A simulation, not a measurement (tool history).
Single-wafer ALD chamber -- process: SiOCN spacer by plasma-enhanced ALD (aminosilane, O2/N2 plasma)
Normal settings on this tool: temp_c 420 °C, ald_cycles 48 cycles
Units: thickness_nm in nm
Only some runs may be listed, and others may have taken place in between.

run,hour,temp_c,ald_cycles,"read-back reference wafer on the same gauge, thickness_nm",thickness_nm
1,0,414,48,2.3,2.739
# hour 8.9: thermocouple changed; heater temperature recalibrated
2,45.4,420,48,2.3,2.632
3,106.4,420,48,2.3,2.654
4,183.1,420,48,2.3,2.635
5,277.5,420,48,2.299,2.644
6,362.1,420,48,2.299,2.636
7,406,420,48,2.301,2.643
8,491.6,420,48,2.299,2.658
9,550.3,420,48,2.299,2.637
10,624.4,420,48,2.299,2.644
11,667.9,420,48,2.299,2.65
12,762,420,48,2.298,2.643
13,848.8,420,48,2.299,2.645
14,964.6,420,48,2.298,2.655
15,1028.5,420,48,2.301,2.648
16,1079.1,420,48,2.3,2.659
17,1174,420,48,2.3,2.654
18,1268.6,420,48,2.3,2.644
19,1361.5,420,48,2.299,2.642
20,1452.1,420,48,2.3,2.655
21,1503.1,420,48,2.3,2.659
22,1600.8,420,48,2.3,2.662
23,1648.3,414,56,2.3,3.169
# hour 1709.2: thermocouple changed; heater temperature recalibrated
24,1752,433,42,2.298,2.275
25,1844.7,410,44,2.3,2.543
26,1912.2,431,42,2.3,2.275
27,1993.2,413,55,2.3,3.143
28,2041.8,420,39,2.302,2.192
29,2096.4,424,44,2.301,2.444
# hour 2195.7: thermocouple changed; heater temperature recalibrated, repeated, since the last time left the tool worse
30,2202.8,409,48,2.3,2.723
# hour 2253: gauge calibrated
31,2310,427,45,2.301,2.416
32,2356.9,431,51,2.3,2.713
33,2424.5,433,44,2.301,2.335
34,2479.7,420,41,2.3,2.255
35,2549.1,433,51,2.3,2.706
36,2618.2,433,41,2.3,2.17
37,2815.5,406,51,2.3,2.921
38,2911.4,416,48,2.3,2.686
39,2959.4,412,45,2.3,2.536
40,3042.7,412,41,2.3,2.314
41,3148.6,420,48,2.3,2.652
42,3240.8,420,48,2.3,2.652
43,3346.9,420,48,2.3,2.652
44,3383.1,429,57,2.302,3.079
45,3450.2,407,57,2.3,3.278

What if the next run were any one of these 5? Each begins from the tool's condition after run 45:
A,3450.7,420,48,?,?
B,3450.7,432,44,?,?
C,3450.7,430,41,?,?
D,3450.7,408,48,?,?
E,3450.7,412,48,?,?

run,"read-back reference wafer on the same gauge, thickness_nm",thickness_nm
A,2.301,2.657
B,2.301,2.352
C,2.301,2.205
D,2.301,2.747
E,2.301,2.717
With no hidden state in the tool, these same runs would have given:
run,thickness_nm
A,2.643
B,2.339
C,2.193
D,2.733
E,2.703
